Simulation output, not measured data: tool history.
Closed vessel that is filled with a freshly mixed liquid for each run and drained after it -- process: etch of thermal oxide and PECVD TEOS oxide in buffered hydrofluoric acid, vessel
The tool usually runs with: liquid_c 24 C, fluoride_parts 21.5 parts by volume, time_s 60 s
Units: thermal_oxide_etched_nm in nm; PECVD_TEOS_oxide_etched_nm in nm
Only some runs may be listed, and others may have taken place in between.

run,hour,liquid_c,fluoride_parts,time_s,wafers since the last listed run,hours since the thermometer was replaced,hours since the hydrofluoric acid flow meter was replaced,hours since the gauge calibration,"read-back film thickness of the thermal oxide reference wafer, read on the same gauge (nm)","read-back film thickness of the PECVD TEOS oxide reference wafer, read on the same gauge (nm)",thermal_oxide_etched_nm,PECVD_TEOS_oxide_etched_nm
1,0,24,21.5,80,0,122.6,361.6,298.2,90.96,101.08,40.21,99.86
2,49.9,24,21.5,80,5514,172.5,411.5,348.1,91.15,101.29,40.46,101.25
# hour 75: hydrofluoric acid flow meter replaced
3,89.1,24,21.5,80,4221,211.7,14.1,387.3,91.29,101.44,40.45,101.74
4,127.7,24,21.5,60,4266,250.3,52.7,425.9,91.42,101.59,30.14,75.81
5,199.5,24,26.5,60,7935,322.1,124.5,497.7,91.69,101.86,26.25,65.81
6,237,24,26.5,60,4144,359.6,162,535.2,91.81,102,26.42,66.02
# hour 273.6: gauge calibrated
7,289.7,24,21.5,60,5824,412.3,214.7,16.1,89.91,99.91,29.84,74.75
8,352.5,29,21.5,90,6940,475.1,277.5,78.9,90.16,100.19,58.79,148
9,419.1,24,21.5,60,7360,541.7,344.1,145.5,90.39,100.42,29.84,75.27
# hour 427.4: thermometer replaced
10,461.3,26,26.5,85,4553,33.9,386.3,187.7,90.53,100.58,40.86,103.19
11,496.7,24,21.5,60,3912,69.3,421.7,223.1,90.67,100.74,29.96,75.37
# hour 515.1: hydrofluoric acid flow meter replaced
12,560.3,28.5,24,40,6918,132.9,45.2,286.7,90.88,101,23.65,59.63
13,605.7,29,21.5,60,5017,178.3,90.6,332.1,91.07,101.18,39.89,98.96
14,647.6,19.5,29.5,95,4630,220.2,132.5,374,91.22,101.35,29.93,75.4

Below are 3 alternative next runs, each starting from the tool's condition after run 14. Predict each:
A,648.3,24,21.5,90,77,220.9,133.2,374.7,?,?,?,?
B,648.3,27.5,16.5,60,77,220.9,133.2,374.7,?,?,?,?
C,648.3,28,16.5,30,77,220.9,133.2,374.7,?,?,?,?

run,"read-back film thickness of the thermal oxide reference wafer, read on the same gauge (nm)","read-back film thickness of the PECVD TEOS oxide reference wafer, read on the same gauge (nm)",thermal_oxide_etched_nm,PECVD_TEOS_oxide_etched_nm
A,91.21,101.32,45.07,113.61
B,91.21,101.32,46.13,116.26
C,91.21,101.32,23.69,59.7
What these runs would have given with no unlogged condition in the tool:
run,thermal_oxide_etched_nm,PECVD_TEOS_oxide_etched_nm
A,44.47,112.09
B,45.51,114.7
C,23.37,58.9

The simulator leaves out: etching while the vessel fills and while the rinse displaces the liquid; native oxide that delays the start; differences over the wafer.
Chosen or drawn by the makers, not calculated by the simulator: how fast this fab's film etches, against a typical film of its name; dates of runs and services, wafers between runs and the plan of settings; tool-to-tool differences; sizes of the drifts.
